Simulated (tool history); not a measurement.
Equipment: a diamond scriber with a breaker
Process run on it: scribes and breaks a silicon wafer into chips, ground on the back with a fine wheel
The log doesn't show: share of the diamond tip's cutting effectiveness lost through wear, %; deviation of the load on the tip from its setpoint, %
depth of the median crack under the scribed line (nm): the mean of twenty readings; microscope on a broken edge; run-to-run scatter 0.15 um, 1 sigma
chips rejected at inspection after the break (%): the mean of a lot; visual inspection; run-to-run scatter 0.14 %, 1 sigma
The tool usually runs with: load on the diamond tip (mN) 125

run,hour,load on the diamond tip (mN),wafers since the last listed run,hours since the diamond tip was replaced,hours since the load on the tip was calibrated,"incoming depth of the damage left on the back of the incoming wafer, um",depth of the median crack under the scribed line (nm),chips rejected at inspection after the break (%)
1,0.0,152,0,841.2,1505.3,1.51,10270,5.89
2,7.2,152,15,848.4,1512.5,1.52,10020,6.11
3,18.9,125,25,860.1,1524.2,2.44,8490,2.74
4,26.4,125,16,867.6,1531.7,2.04,8670,1.73
5,33.8,125,15,875.0,1539.1,1.68,8620,1.44
6,51.3,125,37,892.5,1556.6,1.71,8600,1.37
7,62.6,117,24,903.8,1567.9,2.68,8130,4.40
8,71.9,117,19,913.1,1577.2,2.12,8060,2.50
9,85.1,117,28,926.3,1590.4,2.11,8160,3.15
10,101.8,125,35,943.0,1607.1,2.97,8570,4.10
11,112.2,125,22,953.4,1617.5,1.56,8640,1.29
12,119.2,125,14,960.4,1624.5,2.55,8820,2.53
# hour 128.0: diamond tip replaced by a new one
13,128.5,125,15,0.5,1633.8,2.14,8460,1.77
14,142.9,125,30,14.9,1648.2,1.91,8530,1.63
15,157.3,150,30,29.3,1662.6,2.39,10540,6.10
16,174.8,125,37,46.8,1680.1,2.04,8490,1.83
# hour 177.3: load on the tip recalibrated
17,191.7,141,31,63.7,14.4,2.58,9810,3.94
18,198.8,105,15,70.8,21.5,2.26,7190,7.50
19,215.6,102,35,87.6,38.3,2.14,6860,8.73
20,231.3,88,33,103.3,54.0,2.52,5980,25.22
21,249.2,125,38,121.2,71.9,2.58,8520,2.78
22,263.1,87,29,135.1,85.8,1.55,5610,24.56
23,270.5,97,15,142.5,93.2,2.44,6590,12.70
24,282.8,143,26,154.8,105.5,1.88,9540,3.57
25,290.1,143,15,162.1,112.8,2.48,9750,4.00
26,307.5,125,37,179.5,130.2,2.96,8440,3.81

Forecast each of these 5 alternatives for the next run:
A,308.1,94,1,180.1,130.8,1.95,?,?
B,308.1,107,1,180.1,130.8,1.95,?,?
C,308.1,161,1,180.1,130.8,1.95,?,?
D,308.1,96,1,180.1,130.8,1.95,?,?
E,308.1,89,1,180.1,130.8,1.95,?,?

run,depth of the median crack under the scribed line (nm),chips rejected at inspection after the break (%)
A,6230,14.10
B,7240,5.30
C,10860,8.10
D,6400,12.31
E,5820,19.40
With the hidden condition removed and each run's random variation left untouched, the same runs would have given:
run,depth of the median crack under the scribed line (nm),chips rejected at inspection after the break (%)
A,6230,14.10
B,7240,5.30
C,10860,8.10
D,6400,12.31
E,5820,19.40

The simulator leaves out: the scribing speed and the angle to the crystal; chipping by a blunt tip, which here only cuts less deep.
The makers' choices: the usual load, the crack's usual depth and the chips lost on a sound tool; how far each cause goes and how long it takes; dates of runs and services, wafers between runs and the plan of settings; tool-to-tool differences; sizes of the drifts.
